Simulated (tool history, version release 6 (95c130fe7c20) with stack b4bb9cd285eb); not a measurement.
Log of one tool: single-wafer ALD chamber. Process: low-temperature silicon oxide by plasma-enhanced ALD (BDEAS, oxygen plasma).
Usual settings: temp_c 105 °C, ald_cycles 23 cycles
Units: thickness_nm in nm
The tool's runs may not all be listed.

run	hour	temp_c	ald_cycles	wafers since the last listed run	hours since the last thermocouple change	hours since the gauge calibration	read-back reference wafer on the same gauge, thickness_nm	thickness_nm
1	0	105	20	0	360.8	846.3	3.731	2.834
2	30.8	109	25	289	391.6	877.1	3.728	3.51
3	79	109	25	453	439.8	925.3	3.729	3.475
4	130.9	109	25	488	491.7	977.2	3.73	3.493
5	167.1	105	25	340	527.9	1013.4	3.729	3.495
6	215.8	105	25	458	576.6	1062.1	3.731	3.52
7	259.5	105	25	411	620.3	1105.8	3.73	3.523
8	311.8	105	23	492	672.6	1158.1	3.726	3.224
9	351.4	105	23	372	712.2	1197.7	3.73	3.243
10	382	105	23	288	742.8	1228.3	3.733	3.259
11	426.5	105	23	418	787.3	1272.8	3.729	3.234
12	474.2	105	23	449	835	1320.5	3.727	3.243
13	500.1	94	20	243	860.9	1346.4	3.73	2.867
14	556.6	94	20	531	917.4	1402.9	3.725	2.898
15	610.6	94	20	508	971.4	1456.9	3.731	2.884
16	642.2	110	21	297	1003	1488.5	3.731	2.947
17	702.9	110	21	571	1063.7	1549.2	3.733	2.924
18	738.7	105	23	336	1099.5	1585	3.728	3.228
19	778.6	105	23	375	1139.4	1624.9	3.732	3.231
20	842.8	105	23	604	1203.6	1689.1	3.731	3.242
21	902.4	99	20	561	1263.2	1748.7	3.731	2.848
22	962.6	105	23	566	1323.4	1808.9	3.726	3.255
23	1012.6	94	24	470	1373.4	1858.9	3.732	3.442
24	1047.4	112	26	327	1408.2	1893.7	3.732	3.611
# hour 1069.9: gauge calibrated
25	1113.2	99	22	619	1474	43.3	3.728	3.136
26	1183.7	115	27	663	1544.5	113.8	3.732	3.749
27	1399.2	90	19	2028	1760	329.3	3.728	2.785
28	1445.7	97	23	437	1806.5	375.8	3.726	3.269
29	1490.3	95	20	419	1851.1	420.4	3.731	2.87
30	1524.7	111	20	323	1885.5	454.8	3.729	2.795
# hour 1538.7: thermocouple changed; heater temperature recalibrated
31	1576.6	111	23	413	37.9	506.7	3.731	3.205
32	1619.7	105	19	405	81	549.8	3.732	2.689
33	1657.3	92	21	353	118.6	587.4	3.733	3.041
34	1715.6	105	23	548	176.9	645.7	3.729	3.233
35	1765.5	105	23	469	226.8	695.6	3.733	3.236
36	1806.5	105	23	385	267.8	736.6	3.731	3.245
37	1849.2	109	25	401	310.5	779.3	3.728	3.505
38	1898.2	109	25	461	359.5	828.3	3.731	3.488
39	1932.5	105	23	322	393.8	862.6	3.728	3.256
40	1975	116	27	400	436.3	905.1	3.731	3.734

Forecast each of these 4 alternatives for the next run:
A	1975.4	105	23	3	436.7	905.5	?	?
B	1975.4	100	20	3	436.7	905.5	?	?
C	1975.4	105	27	3	436.7	905.5	?	?
D	1975.4	93	21	3	436.7	905.5	?	?

run	read-back reference wafer on the same gauge, thickness_nm	thickness_nm
A	3.729	3.244
B	3.729	2.844
C	3.729	3.809
D	3.729	3.049
Without the tool's hidden state the same runs would have given:
run	thickness_nm
A	3.244
B	2.844
C	3.809
D	3.049

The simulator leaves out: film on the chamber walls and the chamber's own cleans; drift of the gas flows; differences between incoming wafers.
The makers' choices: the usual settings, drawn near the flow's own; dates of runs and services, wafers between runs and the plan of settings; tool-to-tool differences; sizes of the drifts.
